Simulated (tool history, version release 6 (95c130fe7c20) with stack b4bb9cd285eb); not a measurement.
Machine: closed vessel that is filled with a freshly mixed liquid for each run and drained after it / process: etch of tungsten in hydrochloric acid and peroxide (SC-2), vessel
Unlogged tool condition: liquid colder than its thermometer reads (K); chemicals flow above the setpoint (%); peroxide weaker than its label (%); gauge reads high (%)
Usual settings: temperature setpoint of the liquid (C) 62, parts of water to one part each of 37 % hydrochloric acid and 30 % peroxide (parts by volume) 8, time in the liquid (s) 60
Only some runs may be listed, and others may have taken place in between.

run	hour	temperature setpoint of the liquid (C)	parts of water to one part each of 37 % hydrochloric acid and 30 % peroxide (parts by volume)	time in the liquid (s)	wafers since the last listed run	hours since the thermometer was replaced	hours since the chemicals flow meter was replaced	hours since the drum of peroxide was connected	hours since the gauge calibration	read-back film thickness of the tungsten reference wafer, read on the same gauge (nm)	thickness taken off the tungsten on a monitor wafer (Å)
1	0	62	8	60	0	2184.8	114	1175.1	111.1	50	358.2
2	32.2	62	8	60	2555	2217	146.2	1207.3	143.3	49.99	360.9
3	62.8	62	8	60	2428	2247.6	176.8	1237.9	173.9	50.03	356.1
4	98.5	62	8	60	2833	2283.3	212.5	1273.6	209.6	50.02	358.9
# hour 110.1: gauge calibrated
# hour 114.8: new drum of peroxide connected
5	118.4	62	8	60	1500	2303.2	232.4	3.6	8.3	50.02	357
6	134.3	62	8	60	1261	2319.1	248.3	19.5	24.2	50.01	356.3
7	156.2	62	8	60	1738	2341	270.2	41.4	46.1	50.02	355.7
8	189.2	62	5.5	60	2619	2374	303.2	74.4	79.1	49.99	474.7
9	217.4	62	12	50	2238	2402.2	331.4	102.6	107.3	49.98	211.2
# hour 242.4: thermometer replaced
10	244.7	62	6.5	35	2087	2.3	358.7	129.9	134.6	50.02	246.4
# hour 254.3: chemicals flow meter replaced
11	261.7	62	8	60	1269	19.3	7.4	146.9	151.6	50	355.9
12	276.7	70	8	70	1190	34.3	22.4	161.9	166.6	50	683.7
13	306.8	62	8	60	2388	64.4	52.5	192	196.7	50.02	355.2
14	340.3	68	11.5	90	2658	97.9	86	225.5	230.2	50.01	569.8

Below are 5 alternative next runs, each starting from the tool's condition after run 14. Predict each:
A	341	62	8	85	55	98.6	86.7	226.2	230.9	?	?
B	341	62	4	60	55	98.6	86.7	226.2	230.9	?	?
C	341	62	10	60	55	98.6	86.7	226.2	230.9	?	?
D	341	62	8	40	55	98.6	86.7	226.2	230.9	?	?
E	341	58	12	75	55	98.6	86.7	226.2	230.9	?	?

run	read-back film thickness of the tungsten reference wafer, read on the same gauge (nm)	thickness taken off the tungsten on a monitor wafer (Å)
A	50.01	511.7
B	50.01	601.9
C	50.01	301
D	50.01	240.8
E	50.01	250.9
What these runs would have given with no unlogged condition in the tool:
run	thickness taken off the tungsten on a monitor wafer (Å)
A	511.7
B	601.9
C	301
D	240.8
E	250.9
